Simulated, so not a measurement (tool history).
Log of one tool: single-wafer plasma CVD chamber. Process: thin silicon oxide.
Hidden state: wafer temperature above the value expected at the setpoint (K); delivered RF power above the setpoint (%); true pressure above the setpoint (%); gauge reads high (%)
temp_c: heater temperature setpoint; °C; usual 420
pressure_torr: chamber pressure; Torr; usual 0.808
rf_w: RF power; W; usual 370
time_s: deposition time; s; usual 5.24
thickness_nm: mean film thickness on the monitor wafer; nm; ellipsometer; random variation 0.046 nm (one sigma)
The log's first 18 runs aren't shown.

run    hour  temp_c  pressure_torr  rf_w  time_s  wafers since the last listed run  hours since the last thermocouple change  hours since the last RF generator calibration  hours since the last manometer calibration  hours since the showerhead was replaced  hours since the gauge calibration  read-back reference wafer on the same gauge, thickness_nm  thickness_nm
 19   968.5     428          0.711   300    5.54                              1628                                     425.0                                         2122.4                                       236.3                                    128.6                             1298.7                                                      8.778         7.108
      992.2  -- RF generator calibrated
 20  1004.7     416          0.962   405    5.24                              1036                                     461.2                                           12.5                                       272.5                                    164.8                             1334.9                                                      8.803        11.037
 21  1064.0     420          0.808   370    5.24                              2179                                     520.5                                           71.8                                       331.8                                    224.1                             1394.2                                                      8.810         9.181
     1065.8  -- gauge calibrated
 22  1127.5     413          0.613   310    6.25                              2334                                     584.0                                          135.3                                       395.3                                    287.6                               61.7                                                      8.792         7.506
 23  1156.5     415          0.704   370    5.24                              1065                                     613.0                                          164.3                                       424.3                                    316.6                               90.7                                                      8.763         8.133
 24  1213.4     414          0.714   370    5.24                              2091                                     669.9                                          221.2                                       481.2                                    373.5                              147.6                                                      8.808         8.160
 25  1259.1     434          0.703   390    4.44                              1679                                     715.6                                          266.9                                       526.9                                    419.2                              193.3                                                      8.780         6.916
 26  1297.7     409          0.910   400    4.45                              1418                                     754.2                                          305.5                                       565.5                                    457.8                              231.9                                                      8.787         8.785
 27  1334.5     416          0.911   370    4.24                              1352                                     791.0                                          342.3                                       602.3                                    494.6                              268.7                                                      8.772         7.931
 28  1391.3     420          0.808   370    6.07                              2087                                     847.8                                          399.1                                       659.1                                    551.4                              325.5                                                      8.792        10.473
 29  1439.4     420          0.808   370    5.24                              1768                                     895.9                                          447.2                                       707.2                                    599.5                              373.6                                                      8.790         8.958
 30  1467.1     428          0.808   370    4.85                              1018                                     923.6                                          474.9                                       734.9                                    627.2                              401.3                                                      8.806         8.325

Forecast each of these 3 alternatives for the next run:
  A  1467.5     420          0.942   370    5.24                                14                                     924.0                                          475.3                                       735.3                                    627.6                              401.7                                                          ?             ?
  B  1467.5     410          0.961   370    4.46                                14                                     924.0                                          475.3                                       735.3                                    627.6                              401.7                                                          ?             ?
  C  1467.5     420          0.808   370    4.97                                14                                     924.0                                          475.3                                       735.3                                    627.6                              401.7                                                          ?             ?

run  read-back reference wafer on the same gauge, thickness_nm  thickness_nm
  A                                                      8.803         9.986
  B                                                      8.803         8.692
  C                                                      8.803         8.446
Without the tool's hidden state the same runs would have given:
run  thickness_nm
  A        10.186
  B         8.867
  C         8.615
